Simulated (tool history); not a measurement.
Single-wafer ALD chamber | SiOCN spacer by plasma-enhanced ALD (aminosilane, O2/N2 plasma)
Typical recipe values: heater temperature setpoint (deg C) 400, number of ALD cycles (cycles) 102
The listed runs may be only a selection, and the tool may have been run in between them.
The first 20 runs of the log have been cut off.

run	day	heater temperature setpoint (deg C)	number of ALD cycles (cycles)	wafers since the last listed run	hours since the last thermocouple change	hours since the gauge calibration	read-back reference wafer on the same gauge, thickness_nm	mean film thickness on the monitor wafer (angstrom)
21	23.404	400	102	68	33.5	625.7	4.998	57.74
22	24.458	400	102	93	58.8	651.0	5.000	57.80
23	25.917	414	109	129	93.8	686.0	4.994	59.22
24	27.279	400	110	120	126.5	718.7	4.993	62.42
25	28.646	408	83	120	159.3	751.5	4.996	45.76
26	29.279	400	86	56	174.5	766.7	4.991	48.64
27	30.221	400	102	83	197.1	789.3	4.994	57.68
28	31.554	400	102	118	229.1	821.3	4.992	57.69
29	32.854	400	102	115	260.3	852.5	4.994	57.42
30	34.262	395	120	124	294.1	886.3	4.991	68.01
# day 34.662: gauge calibrated
31	34.967	415	91	62	311.0	7.3	5.117	50.11
32	36.288	413	94	116	342.7	39.0	5.100	52.04
33	37.417	413	110	99	369.8	66.1	5.092	61.01
34	38.488	400	121	94	395.5	91.8	5.080	69.60
35	39.100	411	112	54	410.2	106.5	5.079	62.37
36	39.900	394	85	70	429.4	125.7	5.073	48.61
37	40.454	410	118	49	442.7	139.0	5.070	65.91
38	41.029	400	110	50	456.5	152.8	5.070	63.22

Run 39 has not been measured yet. What should we expect?
39	42.317	400	102	113	487.4	183.7	?	?

read-back reference wafer on the same gauge, thickness_nm: 5.062
mean film thickness on the monitor wafer (angstrom): 58.47
If the tool had no hidden condition, the same run with the same run-to-run variation would have returned mean film thickness on the monitor wafer (angstrom) 59.03.
